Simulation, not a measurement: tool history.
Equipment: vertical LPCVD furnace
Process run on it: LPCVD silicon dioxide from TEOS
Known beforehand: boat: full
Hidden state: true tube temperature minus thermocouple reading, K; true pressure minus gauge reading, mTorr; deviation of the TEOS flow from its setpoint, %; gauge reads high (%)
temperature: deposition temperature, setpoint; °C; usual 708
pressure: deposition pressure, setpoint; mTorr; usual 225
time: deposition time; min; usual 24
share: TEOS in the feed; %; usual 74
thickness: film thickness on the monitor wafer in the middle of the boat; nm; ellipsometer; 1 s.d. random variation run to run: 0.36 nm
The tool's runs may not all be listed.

run,hour,temperature,pressure,time,share,wafers since the last listed run,hours since the last temperature calibration,hours since the pressure gauge was zeroed,hours since the TEOS flow controller was replaced,hours since the gauge calibration,"read-back reference wafer on the same gauge, thickness",thickness
1,0,708,225,24,74,0,4494.4,3513.3,4568.5,374.2,217.08,206.72
2,34.6,708,225,24,74,559,4529,3547.9,4603.1,408.8,217.14,207.48
3,48,708,225,24,74,216,4542.4,3561.3,4616.5,422.2,216.9,207.28
4,76.5,708,225,24,74,460,4570.9,3589.8,4645,450.7,216.97,206.18
5,102.3,708,225,24,74,417,4596.7,3615.6,4670.8,476.5,216.97,206.84
6,122.1,708,225,24,74,320,4616.5,3635.4,4690.6,496.3,216.93,207.69
7,144.3,708,225,24,74,358,4638.7,3657.6,4712.8,518.5,216.96,206.61
8,173.3,708,225,24,74,468,4667.7,3686.6,4741.8,547.5,217.05,207.25
# hour 212.3: thermocouples replaced and temperature profile calibrated
9,214,708,225,24,74,269,1.7,3727.3,4782.5,588.2,216.94,187.14
10,247,708,210,24,74,533,34.7,3760.3,4815.5,621.2,217.05,181.87
11,275.2,708,210,24,74,455,62.9,3788.5,4843.7,649.4,217,181.99
# hour 292.3: gauge calibrated
12,299.7,715,225,24,74,395,87.4,3813,4868.2,7.4,216.99,220.37
13,315.6,708,225,32,74,256,103.3,3828.9,4884.1,23.3,217.04,251.23
14,339.5,708,225,24,74,386,127.2,3852.8,4908,47.2,216.97,188.75
15,356.6,708,225,27.5,63,276,144.3,3869.9,4925.1,64.3,217.01,200.16
# hour 387.1: pressure gauge zeroed
16,387.6,708,225,18,74,113,175.3,0.5,4956.1,95.3,217.02,141.85
# hour 419.3: TEOS flow controller replaced
17,419.8,708,225,24,74,132,207.5,32.7,0.5,127.5,217,189.12
18,444.1,713,225,24,74,392,231.8,57,24.8,151.8,216.99,212.43
19,459,708,225,24,74,240,246.7,71.9,39.7,166.7,216.89,190.37
20,474.8,708,245,24,81,255,262.5,87.7,55.5,182.5,217,207.74
21,499.3,708,205,24,74,395,287,112.2,80,207,217.01,181.5
22,527.7,708,190,20,74,459,315.4,140.6,108.4,235.4,216.99,146

Selected run-to-run steps in thickness, each split into two signed amounts: the part the tool would show with no hidden state at all (from settings, incoming material and random variation), and the remainder, which goes to the hidden state together with any gauge scatter not common to the measured and the hidden-state-free results:
Run 8 -> 9: thermocouples replaced and temperature profile calibrated. thickness -20.11 nm: hidden state -19.53, all else -0.58.
Run 13 -> 14: time 32 -> 24. thickness -62.48 nm: hidden state -0.52, all else -61.96.
Run 15 -> 16: time 27.5 -> 18, share 63 -> 74, pressure gauge zeroed. thickness -58.31 nm: hidden state -0.61, all else -57.7.
Run 16 -> 17: time 18 -> 24, TEOS flow controller replaced. thickness +47.27 nm: hidden state +1.06, all else +46.21.
